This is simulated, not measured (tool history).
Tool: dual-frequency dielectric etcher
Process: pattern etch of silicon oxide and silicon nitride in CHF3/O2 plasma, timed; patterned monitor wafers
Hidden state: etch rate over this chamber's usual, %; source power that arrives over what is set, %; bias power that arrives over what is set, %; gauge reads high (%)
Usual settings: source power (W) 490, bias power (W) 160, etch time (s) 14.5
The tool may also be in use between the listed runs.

run	hour	source power (W)	bias power (W)	etch time (s)	wafers since the last listed run	hours since the last wet clean	hours since the last source power generator calibration	hours since the last bias power generator calibration	hours since the last upper electrode change	hours since the gauge calibration	read-back reference wafer on the same gauge, depth_nm	mean etch depth across the wafer (nm)
1	0	540	160	14.5	0	352.1	1112.1	263.8	2691.8	623.3	20	19.86
2	92.5	540	160	14.5	1629	444.6	1204.6	356.3	2784.3	715.8	20	19.96
3	195.4	490	160	14.5	1812	547.5	1307.5	459.2	2887.2	818.7	19.99	19.32
# hour 227.5: wet clean of the chamber
4	239.5	490	160	14.5	354	12	1351.6	503.3	2931.3	862.8	20.01	19.25
5	321	490	169	14.5	1435	93.5	1433.1	584.8	3012.8	944.3	19.99	19.64
6	384.4	490	160	14.5	1116	156.9	1496.5	648.2	3076.2	1007.7	20	19.26
7	470.8	490	160	14.5	1522	243.3	1582.9	734.6	3162.6	1094.1	19.99	19.13
# hour 510.7: gauge calibrated
8	569.6	490	160	14.5	1740	342.1	1681.7	833.4	3261.4	58.9	20	19.23
9	676.8	410	160	14.5	1888	449.3	1788.9	940.6	3368.6	166.1	20.02	18
# hour 716.6: upper electrode replaced
# hour 719.7: source power generator calibrated
# hour 736: wet clean of the chamber
10	736.5	410	160	14.5	287	0.5	16.8	1000.3	19.9	225.8	20.01	17.92
11	790.9	410	160	14.5	958	54.9	71.2	1054.7	74.3	280.2	20.01	18.01
12	878.9	490	142	14.5	1550	142.9	159.2	1142.7	162.3	368.2	19.99	18.41
13	977.4	490	142	14.5	1735	241.4	257.7	1241.2	260.8	466.7	20	18.4
14	1033.6	540	127	14.5	990	297.6	313.9	1297.4	317	522.9	20	18.37
# hour 1129.1: bias power generator calibrated
15	1191.6	490	160	14.5	2712	455.6	471.9	62.5	475	680.9	20	19.23
16	1269.9	490	146	17	1379	533.9	550.2	140.8	553.3	759.2	20.02	21.98
# hour 1325: wet clean of the chamber
17	1352.5	540	129	17	1032	27.5	632.8	223.4	635.9	841.8	20	21.54
18	1437.4	490	192	13	1495	112.4	717.7	308.3	720.8	926.7	20	18.4
19	1517.8	490	160	14.5	1416	192.8	798.1	388.7	801.2	1007.1	20.01	19.29
20	1597.8	490	160	14.5	1409	272.8	878.1	468.7	881.2	1087.1	19.99	19.3
21	1636	400	200	10.5	672	311	916.3	506.9	919.4	1125.3	19.99	14.05
# hour 1714.2: gauge calibrated
22	1737.5	590	173	14.5	1788	412.5	1017.8	608.4	1020.9	23.3	20.01	21.28
23	1803.2	600	133	11	1157	478.2	1083.5	674.1	1086.6	89	20	14.76
# hour 1900.8: wet clean of the chamber
24	1901.3	490	160	14.5	1305	0.5	1181.6	772.2	1184.7	187.1	20	19.21
25	2002.9	490	142	14.5	1789	102.1	1283.2	873.8	1286.3	288.7	20	18.34
26	2085.8	420	160	14.5	1460	185	1366.1	956.7	1369.2	371.6	20.01	18.18
27	2165.2	490	160	14.5	1398	264.4	1445.5	1036.1	1448.6	451	20	19.18

Forecast each of these 3 alternatives for the next run:
A	2165.6	490	160	10	7	264.8	1445.9	1036.5	1449	451.4	?	?
B	2165.6	580	129	11.5	7	264.8	1445.9	1036.5	1449	451.4	?	?
C	2165.6	560	122	11.5	7	264.8	1445.9	1036.5	1449	451.4	?	?

run	read-back reference wafer on the same gauge, depth_nm	mean etch depth across the wafer (nm)
A	20.01	13.24
B	20.01	15.05
C	20.01	14.55
Without the tool's hidden state the same runs would have given:
run	mean etch depth across the wafer (nm)
A	13.24
B	15.05
C	14.55
